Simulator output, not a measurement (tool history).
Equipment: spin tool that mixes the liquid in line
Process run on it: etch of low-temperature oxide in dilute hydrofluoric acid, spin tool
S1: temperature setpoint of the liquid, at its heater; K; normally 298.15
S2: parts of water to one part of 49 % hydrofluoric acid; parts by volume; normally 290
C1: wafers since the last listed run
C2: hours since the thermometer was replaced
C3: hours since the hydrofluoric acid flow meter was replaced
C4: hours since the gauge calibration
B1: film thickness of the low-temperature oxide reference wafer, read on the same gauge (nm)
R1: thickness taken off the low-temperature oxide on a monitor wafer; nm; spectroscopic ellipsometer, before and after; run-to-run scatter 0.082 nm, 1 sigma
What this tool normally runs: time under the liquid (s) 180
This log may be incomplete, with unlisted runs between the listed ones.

run 1 hour=0.0 | S1=300.65 S2=290 time_under_the_liquid_(s)=260 | C1=0 C2=2001.9 C3=928.5 C4=424.8 | B1=130.01 | R1=15.33
run 2 hour=28.1 | S1=295.65 S2=290 time_under_the_liquid_(s)=180 | C1=245 C2=2030.0 C3=956.6 C4=452.9 | B1=130.00 | R1=8.85
run 3 hour=97.9 | S1=295.65 S2=290 time_under_the_liquid_(s)=180 | C1=609 C2=2099.8 C3=1026.4 C4=522.7 | B1=130.01 | R1=8.85
run 4 hour=152.3 | S1=295.65 S2=290 time_under_the_liquid_(s)=180 | C1=475 C2=2154.2 C3=1080.8 C4=577.1 | B1=129.98 | R1=8.91
run 5 hour=203.4 | S1=298.15 S2=290 time_under_the_liquid_(s)=180 | C1=446 C2=2205.3 C3=1131.9 C4=628.2 | B1=129.99 | R1=9.85
run 6 hour=239.7 | S1=298.15 S2=345 time_under_the_liquid_(s)=180 | C1=317 C2=2241.6 C3=1168.2 C4=664.5 | B1=129.98 | R1=7.76
-- hour=299.3 hydrofluoric acid flow meter replaced
run 7 hour=300.4 | S1=298.15 S2=345 time_under_the_liquid_(s)=180 | C1=521 C2=2302.3 C3=1.1 C4=725.2 | B1=130.02 | R1=7.87
-- hour=314.2 gauge calibrated
-- hour=315.8 thermometer replaced
run 8 hour=345.3 | S1=298.15 S2=345 time_under_the_liquid_(s)=180 | C1=383 C2=29.5 C3=46.0 C4=31.1 | B1=130.00 | R1=8.39
run 9 hour=371.7 | S1=301.15 S2=290 time_under_the_liquid_(s)=180 | C1=230 C2=55.9 C3=72.4 C4=57.5 | B1=129.97 | R1=11.80
run 10 hour=427.5 | S1=295.65 S2=215 time_under_the_liquid_(s)=180 | C1=487 C2=111.7 C3=128.2 C4=113.3 | B1=130.00 | R1=13.83
run 11 hour=464.0 | S1=295.65 S2=290 time_under_the_liquid_(s)=180 | C1=318 C2=148.2 C3=164.7 C4=149.8 | B1=130.00 | R1=9.54
run 12 hour=518.8 | S1=298.15 S2=370 time_under_the_liquid_(s)=130 | C1=478 C2=203.0 C3=219.5 C4=204.6 | B1=130.02 | R1=5.49
run 13 hour=554.0 | S1=293.15 S2=400 time_under_the_liquid_(s)=180 | C1=307 C2=238.2 C3=254.7 C4=239.8 | B1=130.01 | R1=5.89
run 14 hour=604.2 | S1=298.15 S2=290 time_under_the_liquid_(s)=235 | C1=438 C2=288.4 C3=304.9 C4=290.0 | B1=130.02 | R1=13.72
run 15 hour=670.6 | S1=302.65 S2=370 time_under_the_liquid_(s)=120 | C1=580 C2=354.8 C3=371.3 C4=356.4 | B1=130.01 | R1=5.85

Estimate the outcome of run 16 from the log above:
run 16 hour=810.3 | S1=294.15 S2=175 time_under_the_liquid_(s)=285 | C1=1220 C2=494.5 C3=511.0 C4=496.1 | B1=? | R1=?

B1: 129.96
R1: 26.52 nm
Minus the tool's unlogged condition, the same run would have read R1 27.25 nm.
